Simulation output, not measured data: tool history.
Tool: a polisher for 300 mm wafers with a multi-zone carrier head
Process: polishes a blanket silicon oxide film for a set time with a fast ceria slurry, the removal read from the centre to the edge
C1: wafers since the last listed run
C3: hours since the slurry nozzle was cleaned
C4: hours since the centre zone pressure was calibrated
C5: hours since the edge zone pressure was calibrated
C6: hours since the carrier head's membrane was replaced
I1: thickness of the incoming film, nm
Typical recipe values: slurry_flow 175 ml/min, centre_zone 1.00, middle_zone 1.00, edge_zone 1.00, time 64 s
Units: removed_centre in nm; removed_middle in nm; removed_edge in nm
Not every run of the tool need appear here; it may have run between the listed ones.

{"run": 1, "hour": 0.0, "slurry_flow": 175, "centre_zone": 1.0, "middle_zone": 1.0, "edge_zone": 1.0, "time": 64, "C1": 0, "wafers polished on this pad": 1270, "C3": 0.6, "C4": 552.7, "C5": 125.6, "C6": 152.2, "I1": 1982.2, "removed_centre": 573.9, "removed_middle": 569.1, "removed_edge": 562.0}
{"run": 2, "hour": 46.8, "slurry_flow": 175, "centre_zone": 1.09, "middle_zone": 1.0, "edge_zone": 1.0, "time": 64, "C1": 463, "wafers polished on this pad": 1734, "C3": 47.4, "C4": 599.5, "C5": 172.4, "C6": 199.0, "I1": 1977.3, "removed_centre": 610.4, "removed_middle": 557.3, "removed_edge": 561.1}
{"run": 3, "hour": 115.3, "slurry_flow": 175, "centre_zone": 0.95, "middle_zone": 1.06, "edge_zone": 0.96, "time": 71, "C1": 678, "wafers polished on this pad": 2412, "C3": 115.9, "C4": 668.0, "C5": 240.9, "C6": 267.5, "I1": 1969.1, "removed_centre": 579.5, "removed_middle": 638.2, "removed_edge": 589.2}
{"run": 4, "hour": 165.5, "slurry_flow": 175, "centre_zone": 1.0, "middle_zone": 1.03, "edge_zone": 1.0, "time": 64, "C1": 497, "wafers polished on this pad": 2909, "C3": 166.1, "C4": 718.2, "C5": 291.1, "C6": 317.7, "I1": 2016.9, "removed_centre": 537.4, "removed_middle": 556.4, "removed_edge": 544.4}
{"run": 5, "hour": 206.6, "slurry_flow": 175, "centre_zone": 1.05, "middle_zone": 1.0, "edge_zone": 1.09, "time": 64, "C1": 407, "wafers polished on this pad": 3317, "C3": 207.2, "C4": 759.3, "C5": 332.2, "C6": 358.8, "I1": 2009.0, "removed_centre": 563.0, "removed_middle": 535.6, "removed_edge": 552.9}
{"run": 6, "hour": 250.7, "slurry_flow": 215, "centre_zone": 1.11, "middle_zone": 1.05, "edge_zone": 1.0, "time": 71, "C1": 436, "wafers polished on this pad": 3754, "C3": 251.3, "C4": 803.4, "C5": 376.3, "C6": 402.9, "I1": 1979.3, "removed_centre": 682.0, "removed_middle": 640.8, "removed_edge": 597.8}
{"run": 7, "hour": 312.5, "slurry_flow": 175, "centre_zone": 1.0, "middle_zone": 1.0, "edge_zone": 1.0, "time": 64, "C1": 612, "wafers polished on this pad": 4366, "C3": 313.1, "C4": 865.2, "C5": 438.1, "C6": 464.7, "I1": 1973.0, "removed_centre": 512.9, "removed_middle": 512.5, "removed_edge": 506.5}
{"hour": 337.5, "done": "worn pad replaced by a new one"}
{"run": 8, "hour": 354.4, "slurry_flow": 175, "centre_zone": 1.0, "middle_zone": 1.0, "edge_zone": 1.0, "time": 64, "C1": 375, "wafers polished on this pad": 167, "C3": 355.0, "C4": 907.1, "C5": 480.0, "C6": 506.6, "I1": 1988.4, "removed_centre": 567.8, "removed_middle": 562.2, "removed_edge": 571.9}
{"run": 9, "hour": 414.6, "slurry_flow": 175, "centre_zone": 1.0, "middle_zone": 1.06, "edge_zone": 1.11, "time": 85, "C1": 596, "wafers polished on this pad": 763, "C3": 415.2, "C4": 967.3, "C5": 540.2, "C6": 566.8, "I1": 2011.9, "removed_centre": 732.2, "removed_middle": 773.5, "removed_edge": 771.2}
{"hour": 424.5, "done": "carrier head's membrane replaced by a new one"}
{"run": 10, "hour": 471.0, "slurry_flow": 175, "centre_zone": 1.0, "middle_zone": 1.0, "edge_zone": 1.0, "time": 64, "C1": 509, "wafers polished on this pad": 1273, "C3": 471.6, "C4": 1023.7, "C5": 596.6, "C6": 46.5, "I1": 1974.0, "removed_centre": 544.3, "removed_middle": 537.6, "removed_edge": 542.6}
{"run": 11, "hour": 495.7, "slurry_flow": 225, "centre_zone": 1.0, "middle_zone": 1.0, "edge_zone": 1.0, "time": 64, "C1": 244, "wafers polished on this pad": 1517, "C3": 496.3, "C4": 1048.4, "C5": 621.3, "C6": 71.2, "I1": 1997.1, "removed_centre": 568.6, "removed_middle": 571.4, "removed_edge": 564.6}
{"hour": 549.5, "done": "edge zone pressure recalibrated"}
{"run": 12, "hour": 555.0, "slurry_flow": 175, "centre_zone": 1.0, "middle_zone": 0.91, "edge_zone": 1.07, "time": 75, "C1": 567, "wafers polished on this pad": 2085, "C3": 555.6, "C4": 1107.7, "C5": 5.5, "C6": 130.5, "I1": 2032.7, "removed_centre": 617.7, "removed_middle": 565.2, "removed_edge": 646.6}
{"hour": 583.2, "done": "centre zone pressure recalibrated"}
{"run": 13, "hour": 603.6, "slurry_flow": 175, "centre_zone": 1.05, "middle_zone": 1.1, "edge_zone": 1.04, "time": 71, "C1": 461, "wafers polished on this pad": 2547, "C3": 604.2, "C4": 20.4, "C5": 54.1, "C6": 179.1, "I1": 2018.5, "removed_centre": 603.6, "removed_middle": 618.3, "removed_edge": 591.6}
{"hour": 616.7, "done": "slurry nozzle cleaned"}
{"run": 14, "hour": 729.8, "slurry_flow": 175, "centre_zone": 1.12, "middle_zone": 0.89, "edge_zone": 1.0, "time": 64, "C1": 1240, "wafers polished on this pad": 3787, "C3": 113.1, "C4": 146.6, "C5": 180.3, "C6": 305.3, "I1": 2005.8, "removed_centre": 589.2, "removed_middle": 481.1, "removed_edge": 528.2}
{"hour": 738.8, "done": "worn pad replaced by a new one"}
{"run": 15, "hour": 782.7, "slurry_flow": 140, "centre_zone": 0.89, "middle_zone": 1.03, "edge_zone": 1.12, "time": 64, "C1": 484, "wafers polished on this pad": 435, "C3": 166.0, "C4": 199.5, "C5": 233.2, "C6": 358.2, "I1": 2003.3, "removed_centre": 482.1, "removed_middle": 554.6, "removed_edge": 574.1}
{"run": 16, "hour": 853.9, "slurry_flow": 175, "centre_zone": 1.0, "middle_zone": 1.0, "edge_zone": 1.0, "time": 64, "C1": 705, "wafers polished on this pad": 1140, "C3": 237.2, "C4": 270.7, "C5": 304.4, "C6": 429.4, "I1": 2018.3, "removed_centre": 568.2, "removed_middle": 552.7, "removed_edge": 562.3}
{"run": 17, "hour": 888.6, "slurry_flow": 175, "centre_zone": 1.0, "middle_zone": 1.03, "edge_zone": 1.0, "time": 64, "C1": 343, "wafers polished on this pad": 1484, "C3": 271.9, "C4": 305.4, "C5": 339.1, "C6": 464.1, "I1": 2024.7, "removed_centre": 541.4, "removed_middle": 561.4, "removed_edge": 551.0}
{"run": 18, "hour": 957.4, "slurry_flow": 175, "centre_zone": 1.0, "middle_zone": 1.0, "edge_zone": 1.0, "time": 81, "C1": 681, "wafers polished on this pad": 2166, "C3": 340.7, "C4": 374.2, "C5": 407.9, "C6": 532.9, "I1": 1996.7, "removed_centre": 688.3, "removed_middle": 683.5, "removed_edge": 683.7}
{"hour": 1076.3, "done": "carrier head's membrane replaced by a new one"}
{"run": 19, "hour": 1076.8, "slurry_flow": 175, "centre_zone": 1.0, "middle_zone": 0.96, "edge_zone": 1.0, "time": 74, "C1": 1133, "wafers polished on this pad": 3299, "C3": 460.1, "C4": 493.6, "C5": 527.3, "C6": 0.5, "I1": 2030.4, "removed_centre": 589.9, "removed_middle": 574.7, "removed_edge": 594.0}
{"hour": 1118.6, "done": "worn pad replaced by a new one"}
{"run": 20, "hour": 1119.1, "slurry_flow": 175, "centre_zone": 0.96, "middle_zone": 1.0, "edge_zone": 1.0, "time": 78, "C1": 379, "wafers polished on this pad": 4, "C3": 502.4, "C4": 535.9, "C5": 569.6, "C6": 42.8, "I1": 2008.3, "removed_centre": 641.0, "removed_middle": 663.0, "removed_edge": 673.8}
{"run": 21, "hour": 1153.4, "slurry_flow": 150, "centre_zone": 1.0, "middle_zone": 1.0, "edge_zone": 1.0, "time": 85, "C1": 339, "wafers polished on this pad": 344, "C3": 536.7, "C4": 570.2, "C5": 603.9, "C6": 77.1, "I1": 2026.1, "removed_centre": 686.3, "removed_middle": 690.1, "removed_edge": 710.6}
{"run": 22, "hour": 1186.7, "slurry_flow": 175, "centre_zone": 1.0, "middle_zone": 1.0, "edge_zone": 1.03, "time": 64, "C1": 329, "wafers polished on this pad": 674, "C3": 570.0, "C4": 603.5, "C5": 637.2, "C6": 110.4, "I1": 2003.8, "removed_centre": 527.1, "removed_middle": 529.8, "removed_edge": 546.6}
{"hour": 1207.3, "done": "edge zone pressure recalibrated"}
{"run": 23, "hour": 1225.4, "slurry_flow": 175, "centre_zone": 1.0, "middle_zone": 1.0, "edge_zone": 1.0, "time": 64, "C1": 363, "wafers polished on this pad": 1038, "C3": 608.7, "C4": 642.2, "C5": 18.1, "C6": 149.1, "I1": 1986.0, "removed_centre": 525.4, "removed_middle": 524.6, "removed_edge": 539.0}

Below are 3 alternative next runs, each starting from the tool's condition after run 23. Predict each:
{"run": "A", "hour": 1225.9, "slurry_flow": 220, "centre_zone": 1.0, "middle_zone": 1.0, "edge_zone": 1.0, "time": 64, "C1": 4, "wafers polished on this pad": 1043, "C3": 609.2, "C4": 642.7, "C5": 18.6, "C6": 149.6, "I1": 1971.1, "removed_centre": "?", "removed_middle": "?", "removed_edge": "?"}
{"run": "B", "hour": 1225.9, "slurry_flow": 175, "centre_zone": 1.0, "middle_zone": 1.12, "edge_zone": 0.91, "time": 64, "C1": 4, "wafers polished on this pad": 1043, "C3": 609.2, "C4": 642.7, "C5": 18.6, "C6": 149.6, "I1": 1971.1, "removed_centre": "?", "removed_middle": "?", "removed_edge": "?"}
{"run": "C", "hour": 1225.9, "slurry_flow": 175, "centre_zone": 1.04, "middle_zone": 1.0, "edge_zone": 1.0, "time": 64, "C1": 4, "wafers polished on this pad": 1043, "C3": 609.2, "C4": 642.7, "C5": 18.6, "C6": 149.6, "I1": 1971.1, "removed_centre": "?", "removed_middle": "?", "removed_edge": "?"}

run=A removed_centre=555.3 removed_middle=557.8 removed_edge=562.8
run=B removed_centre=522.8 removed_middle=582.1 removed_edge=519.5
run=C removed_centre=543.4 removed_middle=528.4 removed_edge=541.8
Take away the tool's hidden state, keep each run's random variation, and the runs would have read:
run=A removed_centre=615.3 removed_middle=613.4 removed_edge=608.2
run=B removed_centre=591.4 removed_middle=651.5 removed_edge=567.7
run=C removed_centre=614.7 removed_middle=591.4 removed_edge=592.1
